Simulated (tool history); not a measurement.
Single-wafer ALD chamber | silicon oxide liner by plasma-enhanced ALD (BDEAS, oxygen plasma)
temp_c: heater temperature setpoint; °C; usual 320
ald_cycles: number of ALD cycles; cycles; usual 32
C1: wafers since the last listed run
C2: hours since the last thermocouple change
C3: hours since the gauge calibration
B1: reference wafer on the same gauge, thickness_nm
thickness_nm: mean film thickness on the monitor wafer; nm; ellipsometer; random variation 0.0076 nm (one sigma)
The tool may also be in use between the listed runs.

{"run": 1, "hour": 0.0, "temp_c": 327, "ald_cycles": 32, "C1": 0, "C2": 1624.8, "C3": 76.2, "B1": 3.089, "thickness_nm": 3.016}
{"run": 2, "hour": 83.6, "temp_c": 327, "ald_cycles": 32, "C1": 597, "C2": 1708.4, "C3": 159.8, "B1": 3.083, "thickness_nm": 3.01}
{"run": 3, "hour": 171.8, "temp_c": 327, "ald_cycles": 32, "C1": 629, "C2": 1796.6, "C3": 248.0, "B1": 3.079, "thickness_nm": 3.009}
{"run": 4, "hour": 414.4, "temp_c": 320, "ald_cycles": 32, "C1": 1732, "C2": 2039.2, "C3": 490.6, "B1": 3.062, "thickness_nm": 3.019}
{"run": 5, "hour": 459.1, "temp_c": 320, "ald_cycles": 32, "C1": 319, "C2": 2083.9, "C3": 535.3, "B1": 3.06, "thickness_nm": 3.011}
{"run": 6, "hour": 527.3, "temp_c": 320, "ald_cycles": 32, "C1": 487, "C2": 2152.1, "C3": 603.5, "B1": 3.057, "thickness_nm": 3.001}
{"run": 7, "hour": 593.1, "temp_c": 320, "ald_cycles": 32, "C1": 469, "C2": 2217.9, "C3": 669.3, "B1": 3.05, "thickness_nm": 3.002}
{"hour": 618.6, "done": "gauge calibrated"}
{"run": 8, "hour": 701.1, "temp_c": 320, "ald_cycles": 32, "C1": 771, "C2": 2325.9, "C3": 82.5, "B1": 3.084, "thickness_nm": 3.056}
{"run": 9, "hour": 780.6, "temp_c": 307, "ald_cycles": 30, "C1": 567, "C2": 2405.4, "C3": 162.0, "B1": 3.077, "thickness_nm": 2.894}

Run 10 comes next. What will it give?
{"run": 10, "hour": 866.7, "temp_c": 320, "ald_cycles": 32, "C1": 614, "C2": 2491.5, "C3": 248.1, "B1": "?", "thickness_nm": "?"}

Run 10 gave B1 3.071, thickness_nm 3.032 nm.
Without the tool's hidden state the same run would have given thickness_nm 3.060 nm.
